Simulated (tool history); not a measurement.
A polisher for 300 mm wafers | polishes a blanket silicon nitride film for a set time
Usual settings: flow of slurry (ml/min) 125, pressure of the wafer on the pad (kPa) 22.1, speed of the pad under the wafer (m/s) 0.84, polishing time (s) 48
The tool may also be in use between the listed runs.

| run | hour | flow of slurry (ml/min) | pressure of the wafer on the pad (kPa) | speed of the pad under the wafer (m/s) | polishing time (s) | wafers since the last listed run | wafers polished on this pad | hours since the slurry nozzle was cleaned | hours since the head pressure was calibrated | incoming thickness of the incoming film, nm | film removed (Å) |
|---|---|---|---|---|---|---|---|---|---|---|---|
| 1 | 0 | 125 | 22.1 | 0.84 | 48 | 0 | 1071 | 429.1 | 558.6 | 849.3 | 674 |
| 2 | 50.9 | 125 | 22.1 | 0.64 | 48 | 838 | 1909 | 480 | 609.5 | 857 | 593 |
| 3 | 108.9 | 125 | 22.1 | 0.64 | 48 | 954 | 2864 | 538 | 667.5 | 857.8 | 600 |
|  | 167.6 | worn pad replaced by a new one |
| 4 | 201.9 | 125 | 22.1 | 0.64 | 48 | 1465 | 565 | 631 | 760.5 | 859.9 | 596 |
| 5 | 270.3 | 100 | 22.1 | 0.98 | 48 | 1126 | 1691 | 699.4 | 828.9 | 853.6 | 717 |
| 6 | 316.9 | 100 | 22.1 | 0.98 | 48 | 767 | 2458 | 746 | 875.5 | 850.9 | 714 |
| 7 | 357.5 | 125 | 22.1 | 0.84 | 48 | 668 | 3127 | 786.6 | 916.1 | 848.8 | 694 |
|  | 409.8 | worn pad replaced by a new one |
| 8 | 446.6 | 125 | 22.1 | 0.84 | 48 | 1401 | 606 | 875.7 | 1005.2 | 863.2 | 700 |
|  | 449.5 | slurry nozzle cleaned |
| 9 | 531.6 | 125 | 15.2 | 0.84 | 48 | 1383 | 1989 | 82.1 | 1090.2 | 865.7 | 503 |
| 10 | 590.5 | 110 | 16.5 | 0.64 | 41 | 969 | 2959 | 141 | 1149.1 | 854.3 | 396 |
|  | 611.2 | worn pad replaced by a new one |
| 11 | 651 | 145 | 26.2 | 0.98 | 53 | 930 | 655 | 201.5 | 1209.6 | 862.1 | 1021 |
|  | 733.6 | head pressure recalibrated |
| 12 | 744 | 110 | 24.1 | 1.04 | 48 | 1498 | 2153 | 294.5 | 10.4 | 869.2 | 664 |
| 13 | 835.5 | 100 | 22.1 | 0.84 | 48 | 1506 | 3660 | 386 | 101.9 | 852.3 | 548 |
|  | 855.4 | worn pad replaced by a new one |
| 14 | 884.9 | 125 | 22.1 | 0.84 | 48 | 747 | 485 | 435.4 | 151.3 | 849.5 | 574 |
|  | 954.3 | head pressure recalibrated, repeated, since the last time left the tool worse |
| 15 | 981.7 | 165 | 28.3 | 0.64 | 48 | 1560 | 2046 | 532.2 | 27.4 | 856.8 | 745 |
| 16 | 1068.2 | 155 | 28.3 | 0.94 | 53 | 1424 | 3470 | 618.7 | 113.9 | 861.1 | 992 |

Forecast each of these 3 alternatives for the next run:
| A | 1068.6 | 125 | 29.6 | 0.84 | 48 | 6 | 3477 | 619.1 | 114.3 | 850.6 | ? |
| B | 1068.6 | 170 | 22.1 | 0.84 | 48 | 6 | 3477 | 619.1 | 114.3 | 850.6 | ? |
| C | 1068.6 | 125 | 22.1 | 0.84 | 56 | 6 | 3477 | 619.1 | 114.3 | 850.6 | ? |

| run | film removed (Å) |
|---|---|
| A | 851 |
| B | 685 |
| C | 762 |
Without the tool's hidden state the same runs would have given:
| run | film removed (Å) |
|---|---|
| A | 853 |
| B | 687 |
| C | 763 |
